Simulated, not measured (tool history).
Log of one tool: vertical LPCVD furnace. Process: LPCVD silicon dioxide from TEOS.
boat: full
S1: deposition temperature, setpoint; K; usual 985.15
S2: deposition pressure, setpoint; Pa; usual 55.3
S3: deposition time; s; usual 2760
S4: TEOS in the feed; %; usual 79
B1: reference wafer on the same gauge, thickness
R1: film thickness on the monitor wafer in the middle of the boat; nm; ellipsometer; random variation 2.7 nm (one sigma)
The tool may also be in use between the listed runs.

run    hour      S1    S2    S3  S4      B1      R1
  1     0.0  988.15  55.3  2760  75  587.99  611.92
  2   103.5  988.15  55.3  2760  75  587.62  617.87
  3   154.2  978.15  55.3  2760  79  588.42  508.22
  4   227.8  978.15  55.3  2760  79  588.35  507.84
  5   347.0  978.15  55.3  2760  79  587.21  511.67
  6   453.3  985.15  55.3  2760  79  588.40  594.00
  7   490.9  985.15  55.3  2760  79  588.11  591.40
      584.5  -- pressure gauge zeroed
      597.3  -- thermocouples replaced and temperature profile calibrated
      606.5  -- TEOS flow controller replaced
  8   705.7  985.15  55.3  2760  79  587.52  571.29
  9   771.3  985.15  55.3  3600  79  587.86  754.14
 10   827.8  985.15  55.3  3600  79  587.71  745.25
 11   898.0  985.15  55.3  1950  79  588.39  408.37
 12   963.7  985.15  55.3  1950  79  587.43  408.71
 13  1068.6  985.15  55.3  2760  79  588.08  578.84
 14  1138.1  985.15  55.3  2760  79  588.08  579.59
 15  1249.6  980.15  55.3  3840  79  588.34  722.93
 16  1308.4  989.15  55.3  2190  74  587.62  489.52
 17  1527.2  980.15  55.3  1770  79  587.87  336.32
 18  1592.6  985.15  55.3  2760  79  588.64  590.58
 19  1629.7  996.15  46.7  1680  75  588.89  407.10
 20  1716.9  985.15  55.3  2760  88  587.62  622.10
     1742.5  -- gauge calibrated
 21  1764.7  988.15  67.3  3270  65  588.27  740.98
 22  1844.8  985.15  55.3  2760  79  587.73  589.07
 23  1888.1  992.15  55.3  3540  79  587.77  885.11
 24  1962.9  979.15  42.0  2010  68  588.36  306.81
 25  2029.3  985.15  55.3  2760  79  587.90  592.09
 26  2114.1  975.15  49.3  3060  79  588.43  496.02
 27  2188.6  985.15  55.3  1920  72  587.86  391.71
 28  2282.0  985.15  55.3  2760  79  588.49  590.43
 29  2371.1  995.15  62.0  2220  68  588.36  587.44
 30  2418.6  974.15  60.7  2130  79  588.36  373.85
 31  2456.5  985.15  55.3  2760  79  588.27  594.51

Hidden state or all else? Some run-to-run changes of R1, split into what the settings, what came in and random variation would give without the hidden state, and what is left for the hidden state (with any gauge scatter that isn't in both results):
The hidden state here: true tube temperature minus thermocouple reading, K; true pressure minus gauge reading, mTorr; deviation of the TEOS flow from its setpoint, %; gauge reads high (%).
Run 7 -> 8: pressure gauge zeroed, thermocouples replaced and temperature profile calibrated, TEOS flow controller replaced. R1 -20.11 nm: hidden state -24.31, all else +4.20.
Run 10 -> 11: S3 3600 -> 1950. R1 -336.88 nm: hidden state -5.01, all else -331.87.
Run 22 -> 23: S1 985.15 -> 992.15, S3 2760 -> 3540. R1 +296.04 nm: hidden state +13.00, all else +283.04.
Run 23 -> 24: S1 992.15 -> 979.15, S2 55.3 -> 42.0, S3 3540 -> 2010, S4 79 -> 68. R1 -578.30 nm: hidden state -22.94, all else -555.36.
